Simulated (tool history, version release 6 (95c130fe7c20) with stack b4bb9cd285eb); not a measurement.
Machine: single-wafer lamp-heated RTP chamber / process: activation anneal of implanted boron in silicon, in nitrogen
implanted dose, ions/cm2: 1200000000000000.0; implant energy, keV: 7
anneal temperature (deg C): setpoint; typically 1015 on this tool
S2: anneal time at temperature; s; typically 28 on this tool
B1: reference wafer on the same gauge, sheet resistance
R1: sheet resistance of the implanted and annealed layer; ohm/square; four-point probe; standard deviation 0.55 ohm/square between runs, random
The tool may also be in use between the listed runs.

run 1 hour=0 | anneal_temperature_(deg_C)=997 S2=28 | B1=142.95 | R1=127.67
-- hour=59 reflector plate cleaned
run 2 hour=59.5 | anneal_temperature_(deg_C)=1003 S2=28 | B1=142.98 | R1=125.82
run 3 hour=113.7 | anneal_temperature_(deg_C)=1003 S2=28 | B1=143 | R1=125.83
run 4 hour=178.6 | anneal_temperature_(deg_C)=1036 S2=28 | B1=142.85 | R1=110.13
run 5 hour=279 | anneal_temperature_(deg_C)=1036 S2=28 | B1=143 | R1=109.87
-- hour=311.6 pyrometer window cleaned and pyrometer calibrated
-- hour=363.6 gauge calibrated
run 6 hour=366.1 | anneal_temperature_(deg_C)=1031 S2=28 | B1=142.98 | R1=116.09
run 7 hour=412.6 | anneal_temperature_(deg_C)=1031 S2=28 | B1=143.01 | R1=115.65
run 8 hour=479.5 | anneal_temperature_(deg_C)=1015 S2=28 | B1=143.17 | R1=122.53
run 9 hour=574.9 | anneal_temperature_(deg_C)=1015 S2=28 | B1=142.9 | R1=121.3
run 10 hour=648.2 | anneal_temperature_(deg_C)=1028 S2=28 | B1=142.96 | R1=114.43
run 11 hour=725.4 | anneal_temperature_(deg_C)=1028 S2=28 | B1=142.97 | R1=114.71
run 12 hour=807.5 | anneal_temperature_(deg_C)=1028 S2=28 | B1=143.02 | R1=114.78
-- hour=818.5 reflector plate cleaned
run 13 hour=883 | anneal_temperature_(deg_C)=1015 S2=28 | B1=143.13 | R1=119.67
run 14 hour=989.5 | anneal_temperature_(deg_C)=1015 S2=28 | B1=142.91 | R1=119.71
run 15 hour=1061.7 | anneal_temperature_(deg_C)=1023 S2=37 | B1=142.89 | R1=112.78
-- hour=1100.5 pyrometer window cleaned and pyrometer calibrated
run 16 hour=1154 | anneal_temperature_(deg_C)=1025 S2=23 | B1=142.99 | R1=120.15
run 17 hour=1206.5 | anneal_temperature_(deg_C)=999 S2=37 | B1=142.99 | R1=127.43
run 18 hour=1424 | anneal_temperature_(deg_C)=1040 S2=11 | B1=142.99 | R1=120.01
run 19 hour=1493.8 | anneal_temperature_(deg_C)=1015 S2=23 | B1=143 | R1=123.04
run 20 hour=1550.3 | anneal_temperature_(deg_C)=1015 S2=28 | B1=143.02 | R1=119.6
run 21 hour=1628.6 | anneal_temperature_(deg_C)=1036 S2=28 | B1=142.93 | R1=109.39
run 22 hour=1667.3 | anneal_temperature_(deg_C)=991 S2=15 | B1=143.05 | R1=135.52
run 23 hour=1745.2 | anneal_temperature_(deg_C)=1003 S2=13 | B1=143 | R1=132.24
-- hour=1776.1 reflector plate cleaned
run 24 hour=1800.9 | anneal_temperature_(deg_C)=1028 S2=20 | B1=143.01 | R1=116.71
-- hour=1897.8 pyrometer window cleaned and pyrometer calibrated
run 25 hour=1939.9 | anneal_temperature_(deg_C)=992 S2=28 | B1=143.01 | R1=134.08
run 26 hour=2038.4 | anneal_temperature_(deg_C)=990 S2=40 | B1=143.06 | R1=130.99
run 27 hour=2080.7 | anneal_temperature_(deg_C)=987 S2=22 | B1=142.95 | R1=138.74
run 28 hour=2182.6 | anneal_temperature_(deg_C)=1015 S2=28 | B1=143 | R1=121.31
run 29 hour=2279.4 | anneal_temperature_(deg_C)=993 S2=12 | B1=142.89 | R1=137.72
run 30 hour=2355.5 | anneal_temperature_(deg_C)=1015 S2=28 | B1=142.98 | R1=119.95
run 31 hour=2403 | anneal_temperature_(deg_C)=1038 S2=13 | B1=142.91 | R1=116.52
run 32 hour=2488.7 | anneal_temperature_(deg_C)=1044 S2=37 | B1=143.1 | R1=104.6
-- hour=2559.1 reflector plate cleaned
-- hour=2615.5 pyrometer window cleaned and pyrometer calibrated
run 33 hour=2731 | anneal_temperature_(deg_C)=1015 S2=44 | B1=142.99 | R1=118.24
-- hour=2761.6 gauge calibrated
run 34 hour=2838.7 | anneal_temperature_(deg_C)=1015 S2=28 | B1=142.9 | R1=121.2
run 35 hour=2920.4 | anneal_temperature_(deg_C)=990 S2=19 | B1=143 | R1=135.07
run 36 hour=2998.9 | anneal_temperature_(deg_C)=1015 S2=28 | B1=143.03 | R1=119.69
run 37 hour=3106 | anneal_temperature_(deg_C)=1039 S2=28 | B1=142.86 | R1=108.3

3 options for the next run, each taken on its own from the tool as it stands now. Forecast them:
run A hour=3106.4 | anneal_temperature_(deg_C)=1015 S2=28 | B1=? | R1=?
run B hour=3106.4 | anneal_temperature_(deg_C)=999 S2=33 | B1=? | R1=?
run C hour=3106.4 | anneal_temperature_(deg_C)=1034 S2=21 | B1=? | R1=?

run=A B1=143.02 R1=119.21
run=B B1=143.02 R1=125.03
run=C B1=143.02 R1=113.38
With no hidden state in the tool, these same runs would have given:
run=A R1=125.03
run=B R1=130.52
run=C R1=118.85

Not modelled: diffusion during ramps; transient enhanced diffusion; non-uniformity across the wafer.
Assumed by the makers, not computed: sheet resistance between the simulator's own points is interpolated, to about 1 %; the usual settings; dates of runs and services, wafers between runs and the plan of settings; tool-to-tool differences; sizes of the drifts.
